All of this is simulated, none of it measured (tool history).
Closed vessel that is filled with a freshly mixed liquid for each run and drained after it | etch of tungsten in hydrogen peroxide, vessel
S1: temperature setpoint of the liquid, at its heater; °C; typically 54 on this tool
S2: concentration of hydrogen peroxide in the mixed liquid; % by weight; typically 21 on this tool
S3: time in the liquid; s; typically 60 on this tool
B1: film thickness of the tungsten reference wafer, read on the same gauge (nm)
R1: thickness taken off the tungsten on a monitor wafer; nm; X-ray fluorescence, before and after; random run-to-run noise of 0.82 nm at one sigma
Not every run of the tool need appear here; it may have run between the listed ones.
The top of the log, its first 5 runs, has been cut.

run 6 hour=110.4 | S1=54 S2=21 S3=60 | B1=70.02 | R1=90.80
run 7 hour=126.2 | S1=54 S2=21 S3=60 | B1=70.00 | R1=89.67
run 8 hour=141.2 | S1=54 S2=23 S3=35 | B1=69.99 | R1=55.22
run 9 hour=167.1 | S1=54 S2=21 S3=60 | B1=70.02 | R1=88.95
run 10 hour=201.0 | S1=54 S2=21 S3=60 | B1=70.02 | R1=90.00
run 11 hour=232.2 | S1=54 S2=21 S3=60 | B1=70.01 | R1=90.13
-- hour=237.1 peroxide flow meter replaced
-- hour=266.2 new drum of peroxide connected
-- hour=269.5 thermometer replaced
run 12 hour=274.6 | S1=54 S2=21 S3=60 | B1=70.01 | R1=91.02
run 13 hour=292.2 | S1=48 S2=21 S3=60 | B1=70.00 | R1=62.69
run 14 hour=311.6 | S1=54 S2=21 S3=60 | B1=70.02 | R1=89.91
run 15 hour=336.8 | S1=62 S2=19 S3=70 | B1=70.01 | R1=160.93

What will run 16 give?
run 16 hour=350.6 | S1=54 S2=21 S3=60 | B1=? | R1=?

B1: 70.01
R1: 89.26 nm
Minus the tool's unlogged condition, the same run would have read R1 89.26 nm.
